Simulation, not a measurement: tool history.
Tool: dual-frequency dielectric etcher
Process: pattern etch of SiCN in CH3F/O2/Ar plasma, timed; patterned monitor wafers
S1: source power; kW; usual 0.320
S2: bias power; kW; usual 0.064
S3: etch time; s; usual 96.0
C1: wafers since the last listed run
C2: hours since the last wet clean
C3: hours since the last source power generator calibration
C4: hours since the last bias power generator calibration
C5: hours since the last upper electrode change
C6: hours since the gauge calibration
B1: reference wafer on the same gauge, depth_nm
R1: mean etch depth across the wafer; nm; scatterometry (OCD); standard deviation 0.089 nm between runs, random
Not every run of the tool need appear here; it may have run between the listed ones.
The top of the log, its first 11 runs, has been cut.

| run | hour | S1 | S2 | S3 | C1 | C2 | C3 | C4 | C5 | C6 | B1 | R1 |
|---|---|---|---|---|---|---|---|---|---|---|---|---|
| 12 | 155.4 | 0.320 | 0.059 | 96.0 | 147 | 573.9 | 5493.9 | 2804.6 | 4407.1 | 430.4 | 29.70 | 31.73 |
| 13 | 170.3 | 0.320 | 0.064 | 96.0 | 204 | 588.8 | 5508.8 | 2819.5 | 4422.0 | 445.3 | 29.68 | 32.58 |
|  | 173.8 | gauge calibrated |
|  | 225.0 | source power generator calibrated |
|  | 234.3 | wet clean of the chamber |
| 14 | 234.8 | 0.320 | 0.064 | 107.0 | 703 | 0.5 | 9.8 | 2884.0 | 4486.5 | 61.0 | 29.71 | 36.66 |
| 15 | 240.0 | 0.250 | 0.080 | 86.0 | 71 | 5.7 | 15.0 | 2889.2 | 4491.7 | 66.2 | 29.69 | 26.88 |
| 16 | 257.0 | 0.320 | 0.064 | 96.0 | 233 | 22.7 | 32.0 | 2906.2 | 4508.7 | 83.2 | 29.69 | 33.02 |
| 17 | 264.9 | 0.320 | 0.064 | 96.0 | 108 | 30.6 | 39.9 | 2914.1 | 4516.6 | 91.1 | 29.71 | 32.87 |
|  | 295.9 | upper electrode replaced |
|  | 307.1 | wet clean of the chamber, repeated, since the last time left the tool worse |
| 18 | 307.6 | 0.320 | 0.064 | 96.0 | 103 | 0.5 | 82.6 | 2956.8 | 11.7 | 133.8 | 29.71 | 31.99 |
| 19 | 307.9 | 0.370 | 0.075 | 111.0 | 4 | 0.8 | 82.9 | 2957.1 | 12.0 | 134.1 | 29.70 | 42.05 |
| 20 | 308.2 | 0.250 | 0.064 | 87.0 | 4 | 1.1 | 83.2 | 2957.4 | 12.3 | 134.4 | 29.69 | 24.79 |
| 21 | 314.2 | 0.240 | 0.070 | 68.5 | 82 | 7.1 | 89.2 | 2963.4 | 18.3 | 140.4 | 29.68 | 19.58 |
| 22 | 323.2 | 0.360 | 0.064 | 96.0 | 123 | 16.1 | 98.2 | 2972.4 | 27.3 | 149.4 | 29.71 | 34.06 |
|  | 334.9 | bias power generator calibrated |
| 23 | 337.0 | 0.320 | 0.064 | 96.0 | 134 | 29.9 | 112.0 | 2.1 | 41.1 | 163.2 | 29.69 | 32.08 |
| 24 | 352.6 | 0.350 | 0.075 | 77.0 | 214 | 45.5 | 127.6 | 17.7 | 56.7 | 178.8 | 29.72 | 28.16 |
| 25 | 367.2 | 0.250 | 0.056 | 114.5 | 200 | 60.1 | 142.2 | 32.3 | 71.3 | 193.4 | 29.70 | 31.65 |
| 26 | 378.2 | 0.320 | 0.064 | 108.5 | 151 | 71.1 | 153.2 | 43.3 | 82.3 | 204.4 | 29.70 | 36.36 |
| 27 | 386.4 | 0.280 | 0.051 | 124.0 | 112 | 79.3 | 161.4 | 51.5 | 90.5 | 212.6 | 29.70 | 35.97 |
| 28 | 401.4 | 0.390 | 0.075 | 106.0 | 206 | 94.3 | 176.4 | 66.5 | 105.5 | 227.6 | 29.68 | 41.40 |
| 29 | 414.7 | 0.350 | 0.056 | 110.5 | 182 | 107.6 | 189.7 | 79.8 | 118.8 | 240.9 | 29.70 | 37.51 |
| 30 | 430.6 | 0.320 | 0.064 | 96.0 | 218 | 123.5 | 205.6 | 95.7 | 134.7 | 256.8 | 29.71 | 32.09 |

4 options for the next run, each taken on its own from the tool as it stands now. Forecast them:
| A | 431.0 | 0.320 | 0.064 | 96.0 | 5 | 123.9 | 206.0 | 96.1 | 135.1 | 257.2 | ? | ? |
| B | 431.0 | 0.320 | 0.050 | 96.0 | 5 | 123.9 | 206.0 | 96.1 | 135.1 | 257.2 | ? | ? |
| C | 431.0 | 0.260 | 0.074 | 75.0 | 5 | 123.9 | 206.0 | 96.1 | 135.1 | 257.2 | ? | ? |
| D | 431.0 | 0.320 | 0.071 | 96.0 | 5 | 123.9 | 206.0 | 96.1 | 135.1 | 257.2 | ? | ? |

| run | B1 | R1 |
|---|---|---|
| A | 29.71 | 32.21 |
| B | 29.71 | 30.18 |
| C | 29.71 | 23.11 |
| D | 29.71 | 33.18 |
The same runs, with their run-to-run variation unchanged, on a tool lacking any hidden condition would have given:
| run | R1 |
|---|---|
| A | 32.02 |
| B | 30.00 |
| C | 22.97 |
| D | 32.98 |
